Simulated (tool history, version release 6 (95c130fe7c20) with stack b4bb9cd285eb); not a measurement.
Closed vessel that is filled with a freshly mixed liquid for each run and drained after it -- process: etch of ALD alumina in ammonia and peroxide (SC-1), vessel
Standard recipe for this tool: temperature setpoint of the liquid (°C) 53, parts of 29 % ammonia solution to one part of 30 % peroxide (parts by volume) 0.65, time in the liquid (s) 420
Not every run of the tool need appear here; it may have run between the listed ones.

| run | hour | temperature setpoint of the liquid (°C) | parts of 29 % ammonia solution to one part of 30 % peroxide (parts by volume) | time in the liquid (s) | read-back film thickness of the ALD alumina reference wafer, read on the same gauge (nm) | thickness taken off the ALD alumina on a monitor wafer (Å) |
|---|---|---|---|---|---|---|
| 1 | 0 | 53 | 0.65 | 570 | 127.12 | 401.6 |
| 2 | 54.1 | 49.5 | 0.65 | 420 | 127.32 | 243.1 |
| 3 | 119 | 53 | 0.65 | 420 | 127.72 | 297.4 |
| 4 | 274.8 | 53 | 0.65 | 420 | 128.38 | 297.7 |
| 5 | 320.9 | 53 | 0.65 | 590 | 128.64 | 425.4 |
|  | 361.4 | new drum of ammonia solution connected |
| 6 | 388.8 | 53 | 0.65 | 590 | 128.95 | 424.3 |
| 7 | 431.5 | 53 | 0.65 | 590 | 129.09 | 422.4 |
| 8 | 497.7 | 53 | 0.65 | 420 | 129.45 | 303.7 |
|  | 507 | gauge calibrated |
| 9 | 538.6 | 53 | 0.65 | 420 | 119.97 | 280.1 |
| 10 | 566.2 | 53 | 0.65 | 420 | 120.13 | 281.6 |
| 11 | 594.1 | 53 | 0.65 | 420 | 120.22 | 277.1 |
|  | 658.1 | thermometer replaced |
| 12 | 664.3 | 53 | 0.65 | 420 | 120.55 | 276.4 |
|  | 677.7 | ammonia flow meter replaced |
| 13 | 707.8 | 53 | 0.65 | 420 | 120.76 | 281.1 |
| 14 | 748.9 | 53 | 0.65 | 420 | 120.92 | 274.6 |
| 15 | 777.1 | 58.5 | 0.65 | 275 | 121.04 | 243.9 |
| 16 | 819.1 | 53 | 0.65 | 590 | 121.25 | 395.3 |
| 17 | 852.3 | 44 | 0.75 | 510 | 121.42 | 209.2 |
| 18 | 884.9 | 53 | 0.65 | 590 | 121.59 | 386.2 |
| 19 | 1007 | 53 | 0.35 | 420 | 122.13 | 263.5 |
| 20 | 1072.2 | 49.5 | 0.65 | 420 | 122.45 | 237.4 |
|  | 1090.6 | new drum of ammonia solution connected |
| 21 | 1135.2 | 49 | 0.8 | 180 | 122.78 | 99.7 |
| 22 | 1206.7 | 59.5 | 0.5 | 420 | 123.09 | 397.6 |
| 23 | 1237.5 | 56.5 | 0.35 | 495 | 123.23 | 386 |
| 24 | 1298.7 | 58.5 | 0.75 | 420 | 123.54 | 386.8 |
|  | 1336.4 | ammonia flow meter replaced |
| 25 | 1348.5 | 56.5 | 0.35 | 495 | 123.81 | 380.9 |
| 26 | 1433.9 | 53 | 0.35 | 280 | 124.21 | 181.9 |
| 27 | 1483.7 | 59.5 | 0.4 | 420 | 124.42 | 378.5 |
| 28 | 1544.4 | 56 | 0.55 | 255 | 124.67 | 204.9 |
| 29 | 1579.5 | 44 | 0.5 | 190 | 124.86 | 79.2 |

Estimate the outcome of run 30 from the log above:
| 30 | 1646.5 | 56.5 | 0.35 | 495 | ? | ? |

For run 30 the tool returned read-back film thickness of the ALD alumina reference wafer, read on the same gauge (nm) 125.18, thickness taken off the ALD alumina on a monitor wafer (Å) 381.9.
Minus the tool's unlogged condition, the same run would have read thickness taken off the ALD alumina on a monitor wafer (Å) 366.1.
